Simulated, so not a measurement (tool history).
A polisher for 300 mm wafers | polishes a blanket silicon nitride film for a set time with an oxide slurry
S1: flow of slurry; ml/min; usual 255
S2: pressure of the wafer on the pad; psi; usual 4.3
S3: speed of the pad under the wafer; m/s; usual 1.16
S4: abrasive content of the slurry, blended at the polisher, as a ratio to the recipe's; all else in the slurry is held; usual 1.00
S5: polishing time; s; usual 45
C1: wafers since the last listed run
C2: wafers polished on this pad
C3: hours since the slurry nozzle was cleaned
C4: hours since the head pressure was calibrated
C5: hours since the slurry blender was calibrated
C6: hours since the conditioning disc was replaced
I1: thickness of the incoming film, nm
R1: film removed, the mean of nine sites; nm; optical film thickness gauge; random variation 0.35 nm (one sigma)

{"run": 1, "hour": 0.0, "S1": 255, "S2": 4.3, "S3": 1.16, "S4": 1.0, "S5": 45, "C1": 0, "C2": 588, "C3": 464.0, "C4": 550.4, "C5": 115.9, "C6": 185.3, "I1": 413.0, "R1": 32.9}
{"run": 2, "hour": 25.7, "S1": 255, "S2": 4.3, "S3": 1.16, "S4": 1.0, "S5": 45, "C1": 265, "C2": 853, "C3": 489.7, "C4": 576.1, "C5": 141.6, "C6": 211.0, "I1": 406.5, "R1": 33.3}
{"hour": 39.2, "done": "conditioning disc replaced and pad reconditioned"}
{"hour": 40.3, "done": "slurry nozzle cleaned"}
{"run": 3, "hour": 44.3, "S1": 255, "S2": 4.3, "S3": 1.16, "S4": 1.0, "S5": 45, "C1": 160, "C2": 1014, "C3": 4.0, "C4": 594.7, "C5": 160.2, "C6": 5.1, "I1": 408.1, "R1": 32.4}
{"hour": 67.7, "done": "worn pad replaced by a new one"}
{"run": 4, "hour": 78.7, "S1": 290, "S2": 4.3, "S3": 1.16, "S4": 1.0, "S5": 58, "C1": 313, "C2": 113, "C3": 38.4, "C4": 629.1, "C5": 194.6, "C6": 39.5, "I1": 411.7, "R1": 42.2}
{"run": 5, "hour": 91.7, "S1": 290, "S2": 4.3, "S3": 1.16, "S4": 1.0, "S5": 58, "C1": 134, "C2": 247, "C3": 51.4, "C4": 642.1, "C5": 207.6, "C6": 52.5, "I1": 404.4, "R1": 41.5}
{"run": 6, "hour": 120.9, "S1": 255, "S2": 4.3, "S3": 1.16, "S4": 1.0, "S5": 45, "C1": 301, "C2": 548, "C3": 80.6, "C4": 671.3, "C5": 236.8, "C6": 81.7, "I1": 411.0, "R1": 32.3}
{"run": 7, "hour": 152.1, "S1": 255, "S2": 4.3, "S3": 1.16, "S4": 1.0, "S5": 45, "C1": 321, "C2": 870, "C3": 111.8, "C4": 702.5, "C5": 268.0, "C6": 112.9, "I1": 408.5, "R1": 31.8}
{"run": 8, "hour": 168.2, "S1": 255, "S2": 4.3, "S3": 1.16, "S4": 1.0, "S5": 45, "C1": 166, "C2": 1037, "C3": 127.9, "C4": 718.6, "C5": 284.1, "C6": 129.0, "I1": 409.1, "R1": 31.9}
{"hour": 187.9, "done": "worn pad replaced by a new one"}
{"hour": 239.7, "done": "conditioning disc replaced and pad reconditioned"}
{"run": 9, "hour": 245.4, "S1": 320, "S2": 4.3, "S3": 1.16, "S4": 1.0, "S5": 45, "C1": 734, "C2": 572, "C3": 205.1, "C4": 795.8, "C5": 361.3, "C6": 5.7, "I1": 410.4, "R1": 32.1}
{"run": 10, "hour": 286.9, "S1": 320, "S2": 4.3, "S3": 1.16, "S4": 1.0, "S5": 45, "C1": 428, "C2": 1001, "C3": 246.6, "C4": 837.3, "C5": 402.8, "C6": 47.2, "I1": 400.8, "R1": 31.8}
{"hour": 313.2, "done": "worn pad replaced by a new one"}
{"hour": 313.6, "done": "slurry blender recalibrated"}
{"run": 11, "hour": 324.6, "S1": 320, "S2": 4.3, "S3": 1.16, "S4": 1.0, "S5": 45, "C1": 344, "C2": 113, "C3": 284.3, "C4": 875.0, "C5": 11.0, "C6": 84.9, "I1": 406.7, "R1": 33.6}
{"run": 12, "hour": 343.2, "S1": 255, "S2": 4.3, "S3": 1.16, "S4": 1.0, "S5": 40, "C1": 191, "C2": 305, "C3": 302.9, "C4": 893.6, "C5": 29.6, "C6": 103.5, "I1": 404.5, "R1": 29.1}
{"run": 13, "hour": 371.9, "S1": 255, "S2": 4.3, "S3": 1.16, "S4": 1.0, "S5": 50, "C1": 296, "C2": 602, "C3": 331.6, "C4": 922.3, "C5": 58.3, "C6": 132.2, "I1": 413.4, "R1": 36.7}
{"run": 14, "hour": 401.6, "S1": 255, "S2": 3.5, "S3": 1.16, "S4": 1.0, "S5": 37, "C1": 306, "C2": 908, "C3": 361.3, "C4": 952.0, "C5": 88.0, "C6": 161.9, "I1": 406.4, "R1": 22.1}
{"hour": 426.8, "done": "head pressure recalibrated"}
{"run": 15, "hour": 427.3, "S1": 345, "S2": 5.8, "S3": 1.56, "S4": 1.15, "S5": 45, "C1": 244, "C2": 1153, "C3": 387.0, "C4": 0.5, "C5": 113.7, "C6": 187.6, "I1": 402.6, "R1": 60.8}
{"hour": 431.5, "done": "worn pad replaced by a new one"}
{"run": 16, "hour": 444.2, "S1": 255, "S2": 4.3, "S3": 1.16, "S4": 1.25, "S5": 45, "C1": 133, "C2": 131, "C3": 403.9, "C4": 17.4, "C5": 130.6, "C6": 204.5, "I1": 409.8, "R1": 35.3}
{"hour": 450.9, "done": "slurry nozzle cleaned"}
{"hour": 466.4, "done": "conditioning disc replaced and pad reconditioned"}
{"run": 17, "hour": 473.6, "S1": 255, "S2": 4.3, "S3": 1.16, "S4": 0.9, "S5": 45, "C1": 272, "C2": 403, "C3": 22.7, "C4": 46.8, "C5": 160.0, "C6": 7.2, "I1": 405.3, "R1": 30.3}
{"run": 18, "hour": 498.2, "S1": 255, "S2": 4.3, "S3": 1.16, "S4": 1.1, "S5": 45, "C1": 253, "C2": 657, "C3": 47.3, "C4": 71.4, "C5": 184.6, "C6": 31.8, "I1": 404.0, "R1": 32.8}
{"run": 19, "hour": 516.0, "S1": 255, "S2": 4.3, "S3": 0.86, "S4": 1.0, "S5": 45, "C1": 183, "C2": 841, "C3": 65.1, "C4": 89.2, "C5": 202.4, "C6": 49.6, "I1": 406.5, "R1": 25.2}
{"run": 20, "hour": 537.4, "S1": 255, "S2": 4.3, "S3": 1.42, "S4": 1.0, "S5": 50, "C1": 220, "C2": 1061, "C3": 86.5, "C4": 110.6, "C5": 223.8, "C6": 71.0, "I1": 404.6, "R1": 40.9}
{"run": 21, "hour": 553.5, "S1": 255, "S2": 4.3, "S3": 1.42, "S4": 1.0, "S5": 50, "C1": 166, "C2": 1228, "C3": 102.6, "C4": 126.7, "C5": 239.9, "C6": 87.1, "I1": 409.8, "R1": 41.3}
{"hour": 565.1, "done": "worn pad replaced by a new one"}
{"run": 22, "hour": 568.4, "S1": 255, "S2": 5.4, "S3": 1.16, "S4": 1.0, "S5": 45, "C1": 112, "C2": 34, "C3": 117.5, "C4": 141.6, "C5": 254.8, "C6": 102.0, "I1": 409.8, "R1": 39.0}
{"run": 23, "hour": 585.4, "S1": 255, "S2": 4.3, "S3": 1.16, "S4": 1.0, "S5": 45, "C1": 175, "C2": 209, "C3": 134.5, "C4": 158.6, "C5": 271.8, "C6": 119.0, "I1": 411.7, "R1": 31.4}
{"run": 24, "hour": 620.4, "S1": 255, "S2": 4.3, "S3": 0.8, "S4": 1.15, "S5": 45, "C1": 361, "C2": 570, "C3": 169.5, "C4": 193.6, "C5": 306.8, "C6": 154.0, "I1": 410.5, "R1": 24.9}

Forecast each of these 5 alternatives for the next run:
{"run": "A", "hour": 620.8, "S1": 255, "S2": 4.3, "S3": 1.16, "S4": 1.0, "S5": 45, "C1": 4, "C2": 574, "C3": 169.9, "C4": 194.0, "C5": 307.2, "C6": 154.4, "I1": 413.0, "R1": "?"}
{"run": "B", "hour": 620.8, "S1": 255, "S2": 4.3, "S3": 1.16, "S4": 0.85, "S5": 40, "C1": 4, "C2": 574, "C3": 169.9, "C4": 194.0, "C5": 307.2, "C6": 154.4, "I1": 413.0, "R1": "?"}
{"run": "C", "hour": 620.8, "S1": 215, "S2": 4.3, "S3": 1.16, "S4": 1.0, "S5": 45, "C1": 4, "C2": 574, "C3": 169.9, "C4": 194.0, "C5": 307.2, "C6": 154.4, "I1": 413.0, "R1": "?"}
{"run": "D", "hour": 620.8, "S1": 255, "S2": 5.3, "S3": 1.38, "S4": 1.0, "S5": 33, "C1": 4, "C2": 574, "C3": 169.9, "C4": 194.0, "C5": 307.2, "C6": 154.4, "I1": 413.0, "R1": "?"}
{"run": "E", "hour": 620.8, "S1": 255, "S2": 4.3, "S3": 1.3, "S4": 1.25, "S5": 45, "C1": 4, "C2": 574, "C3": 169.9, "C4": 194.0, "C5": 307.2, "C6": 154.4, "I1": 413.0, "R1": "?"}

run=A R1=31.4
run=B R1=25.9
run=C R1=30.9
run=D R1=32.7
run=E R1=38.0
Without the tool's hidden state the same runs would have given:
run=A R1=34.0
run=B R1=28.2
run=C R1=33.4
run=D R1=35.3
run=E R1=40.7
